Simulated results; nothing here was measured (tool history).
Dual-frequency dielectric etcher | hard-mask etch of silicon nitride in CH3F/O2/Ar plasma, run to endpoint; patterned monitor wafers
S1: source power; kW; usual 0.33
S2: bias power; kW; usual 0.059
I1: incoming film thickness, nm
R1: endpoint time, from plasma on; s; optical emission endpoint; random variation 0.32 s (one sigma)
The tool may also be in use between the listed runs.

run	hour	S1	S2	I1	R1
1	0	0.33	0.059	55.1	103.6
2	44.6	0.33	0.059	55	103.7
3	108.5	0.28	0.059	54.7	107.3
4	154.8	0.28	0.059	55.1	107.2
# hour 250.5: wet clean of the chamber
5	252.6	0.28	0.059	55.6	109.8
6	331.9	0.33	0.059	54.8	103.7
7	394.6	0.33	0.059	55	103.1
8	432.9	0.33	0.059	55.6	105
9	491.5	0.33	0.059	54.8	102.9
10	564.6	0.33	0.059	54.7	102.3
11	626.8	0.33	0.059	54.7	101.4
# hour 736.6: wet clean of the chamber
12	737.1	0.33	0.059	54.6	103.6
13	812.3	0.33	0.059	55.5	104.8
14	898.2	0.33	0.059	55.2	103.9
15	950.2	0.33	0.052	54.7	107.2
16	1022.8	0.33	0.052	55	107.8
17	1123.6	0.33	0.059	55	101.5
# hour 1184.8: wet clean of the chamber
18	1185.3	0.4	0.059	54.2	96.5
19	1231.3	0.36	0.069	54.5	94.1
20	1333	0.3	0.065	54.7	100.8
# hour 1387.8: upper electrode replaced
21	1414.5	0.39	0.073	55.4	90.6
# hour 1521.9: bias power generator calibrated
22	1615.5	0.33	0.059	54.8	103.7
# hour 1640.9: wet clean of the chamber
23	1711.3	0.33	0.074	55.3	97
24	1750.2	0.38	0.064	55.1	98.3
25	1806.2	0.33	0.059	54.7	104.3
# hour 1847.9: source power generator calibrated
26	1865.2	0.33	0.059	54.2	103.4
27	1902.6	0.29	0.059	54.7	107.3
28	1940	0.35	0.053	54.8	106.2
29	1992.3	0.29	0.05	54.5	113.6
30	2054.2	0.28	0.054	54.5	110.9
# hour 2182.1: wet clean of the chamber
31	2182.6	0.29	0.066	55.1	104.5
32	2258.4	0.33	0.059	55.3	105.2
33	2354.3	0.29	0.046	54.8	119.3
34	2395.5	0.29	0.046	54.7	118.7
35	2503.3	0.28	0.059	54.4	108

Hidden state or all else? Some run-to-run changes of R1, split into what the settings, what came in and random variation would give without the hidden state, and what is left for the hidden state (with any gauge scatter that isn't in both results):
The hidden state here: etch rate over this chamber's usual, %; source power that arrives over what is set, %; bias power that arrives over what is set, %.
Run 4 -> 5: wet clean of the chamber. R1 +2.6 s: hidden state +1.6, all else +1.
Run 11 -> 12: wet clean of the chamber. R1 +2.2 s: hidden state +1.4, all else +0.8.
Run 21 -> 22: S1 0.39 -> 0.33, S2 0.073 -> 0.059, bias power generator calibrated. R1 +13.1 s: hidden state +1, all else +12.1.
Run 30 -> 31: S1 0.28 -> 0.29, S2 0.054 -> 0.066, wet clean of the chamber. R1 -6.4 s: hidden state +1.5, all else -7.9.
Run 32 -> 33: S1 0.33 -> 0.29, S2 0.059 -> 0.046. R1 +14.1 s: hidden state -0.5, all else +14.6.
Run 34 -> 35: S1 0.29 -> 0.28, S2 0.046 -> 0.059. R1 -10.7 s: hidden state -0.4, all else -10.3.
